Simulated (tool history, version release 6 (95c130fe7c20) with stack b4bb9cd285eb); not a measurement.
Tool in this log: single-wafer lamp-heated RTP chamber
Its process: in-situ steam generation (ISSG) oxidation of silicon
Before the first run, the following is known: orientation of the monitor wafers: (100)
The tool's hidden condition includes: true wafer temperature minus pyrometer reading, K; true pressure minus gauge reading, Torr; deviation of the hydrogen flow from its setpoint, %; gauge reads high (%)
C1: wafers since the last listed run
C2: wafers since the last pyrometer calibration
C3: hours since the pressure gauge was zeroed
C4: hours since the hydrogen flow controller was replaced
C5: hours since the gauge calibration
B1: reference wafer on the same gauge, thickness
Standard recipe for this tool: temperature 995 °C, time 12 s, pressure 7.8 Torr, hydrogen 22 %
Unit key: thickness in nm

run 1 hour=0 | temperature=995 time=12 pressure=7.8 hydrogen=27 | C1=0 C2=1662 C3=3359.3 C4=2745.3 C5=148 | B1=3.381 | thickness=4.467
run 2 hour=42.5 | temperature=995 time=12 pressure=7.8 hydrogen=27 | C1=605 C2=2267 C3=3401.8 C4=2787.8 C5=190.5 | B1=3.381 | thickness=4.484
run 3 hour=58.6 | temperature=999 time=12 pressure=7.8 hydrogen=22 | C1=229 C2=2496 C3=3417.9 C4=2803.9 C5=206.6 | B1=3.378 | thickness=4.298
run 4 hour=67.6 | temperature=999 time=12 pressure=7.8 hydrogen=22 | C1=128 C2=2625 C3=3426.9 C4=2812.9 C5=215.6 | B1=3.38 | thickness=4.295
run 5 hour=85.1 | temperature=995 time=12 pressure=7.8 hydrogen=22 | C1=249 C2=2874 C3=3444.4 C4=2830.4 C5=233.1 | B1=3.382 | thickness=4.247
run 6 hour=97.3 | temperature=995 time=12 pressure=7.8 hydrogen=22 | C1=173 C2=3048 C3=3456.6 C4=2842.6 C5=245.3 | B1=3.38 | thickness=4.255
run 7 hour=110.3 | temperature=995 time=12 pressure=7.8 hydrogen=29 | C1=185 C2=3233 C3=3469.6 C4=2855.6 C5=258.3 | B1=3.381 | thickness=4.586
run 8 hour=117 | temperature=995 time=12 pressure=7.8 hydrogen=29 | C1=95 C2=3328 C3=3476.3 C4=2862.3 C5=265 | B1=3.379 | thickness=4.587
run 9 hour=125.6 | temperature=995 time=12 pressure=7.8 hydrogen=29 | C1=122 C2=3451 C3=3484.9 C4=2870.9 C5=273.6 | B1=3.38 | thickness=4.576
run 10 hour=140.1 | temperature=1004 time=12 pressure=8.1 hydrogen=22 | C1=206 C2=3657 C3=3499.4 C4=2885.4 C5=288.1 | B1=3.381 | thickness=4.386
-- hour=160.8 pyrometer window cleaned and pyrometer calibrated
run 11 hour=161.3 | temperature=1004 time=12 pressure=8.1 hydrogen=22 | C1=188 C2=7 C3=3520.6 C4=2906.6 C5=309.3 | B1=3.38 | thickness=4.335
run 12 hour=169.5 | temperature=995 time=12 pressure=7.8 hydrogen=22 | C1=116 C2=123 C3=3528.8 C4=2914.8 C5=317.5 | B1=3.38 | thickness=4.218
run 13 hour=184.6 | temperature=995 time=12 pressure=7.8 hydrogen=22 | C1=215 C2=338 C3=3543.9 C4=2929.9 C5=332.6 | B1=3.381 | thickness=4.212
-- hour=192.7 pressure gauge zeroed
run 14 hour=201.8 | temperature=995 time=8 pressure=8.4 hydrogen=22 | C1=131 C2=470 C3=9.1 C4=2947.1 C5=349.8 | B1=3.381 | thickness=3.558
run 15 hour=219.1 | temperature=995 time=12 pressure=7.8 hydrogen=22 | C1=246 C2=716 C3=26.4 C4=2964.4 C5=367.1 | B1=3.381 | thickness=4.216
run 16 hour=227.3 | temperature=995 time=12 pressure=8.9 hydrogen=28 | C1=116 C2=833 C3=34.6 C4=2972.6 C5=375.3 | B1=3.38 | thickness=4.469
-- hour=236.6 gauge calibrated
run 17 hour=240.1 | temperature=995 time=12 pressure=7.8 hydrogen=22 | C1=182 C2=1015 C3=47.4 C4=2985.4 C5=3.5 | B1=3.379 | thickness=4.225
run 18 hour=255.2 | temperature=986 time=8 pressure=7.8 hydrogen=30 | C1=215 C2=1230 C3=62.5 C4=3000.5 C5=18.6 | B1=3.38 | thickness=3.817
run 19 hour=268.9 | temperature=995 time=12 pressure=8.8 hydrogen=22 | C1=195 C2=1425 C3=76.2 C4=3014.2 C5=32.3 | B1=3.38 | thickness=4.213
-- hour=287.3 hydrogen flow controller replaced
run 20 hour=287.8 | temperature=1003 time=12 pressure=7.8 hydrogen=22 | C1=155 C2=1581 C3=95.1 C4=0.5 C5=51.2 | B1=3.38 | thickness=4.351
run 21 hour=288.4 | temperature=980 time=12 pressure=7 hydrogen=14 | C1=8 C2=1589 C3=95.7 C4=1.1 C5=51.8 | B1=3.379 | thickness=3.578
run 22 hour=300.2 | temperature=995 time=12 pressure=7.8 hydrogen=22 | C1=168 C2=1757 C3=107.5 C4=12.9 C5=63.6 | B1=3.379 | thickness=4.224
run 23 hour=312.3 | temperature=995 time=12 pressure=8.2 hydrogen=22 | C1=172 C2=1930 C3=119.6 C4=25 C5=75.7 | B1=3.38 | thickness=4.234
run 24 hour=322.3 | temperature=1002 time=9 pressure=6.9 hydrogen=17 | C1=142 C2=2072 C3=129.6 C4=35 C5=85.7 | B1=3.38 | thickness=3.576
run 25 hour=340.2 | temperature=995 time=12 pressure=7.8 hydrogen=22 | C1=255 C2=2327 C3=147.5 C4=52.9 C5=103.6 | B1=3.38 | thickness=4.236
run 26 hour=356.1 | temperature=995 time=12 pressure=7.8 hydrogen=22 | C1=226 C2=2554 C3=163.4 C4=68.8 C5=119.5 | B1=3.379 | thickness=4.236
run 27 hour=370.8 | temperature=1009 time=8 pressure=8.8 hydrogen=18 | C1=209 C2=2763 C3=178.1 C4=83.5 C5=134.2 | B1=3.379 | thickness=3.544

For each run, what was the tool's unlogged condition?
true pressure minus gauge reading, Torr: 0, the same for each run
deviation of the hydrogen flow from its setpoint, %: 0, the same for each run
gauge reads high (%): 0, the same for each run
H1: true wafer temperature minus pyrometer reading, K
run=1 H1=1.55
run=2 H1=2.07
run=3 H1=2.26
run=4 H1=2.37
run=5 H1=2.58
run=6 H1=2.73
run=7 H1=2.89
run=8 H1=2.97
run=9 H1=3.07
run=10 H1=3.25
run=11 H1=0.234
run=12 H1=0.333
run=13 H1=0.516
run=14 H1=0.724
run=15 H1=0.933
run=16 H1=1.03
run=17 H1=1.19
run=18 H1=1.37
run=19 H1=1.54
run=20 H1=1.76
run=21 H1=1.77
run=22 H1=1.91
run=23 H1=2.06
run=24 H1=2.18
run=25 H1=2.4
run=26 H1=2.59
run=27 H1=2.77

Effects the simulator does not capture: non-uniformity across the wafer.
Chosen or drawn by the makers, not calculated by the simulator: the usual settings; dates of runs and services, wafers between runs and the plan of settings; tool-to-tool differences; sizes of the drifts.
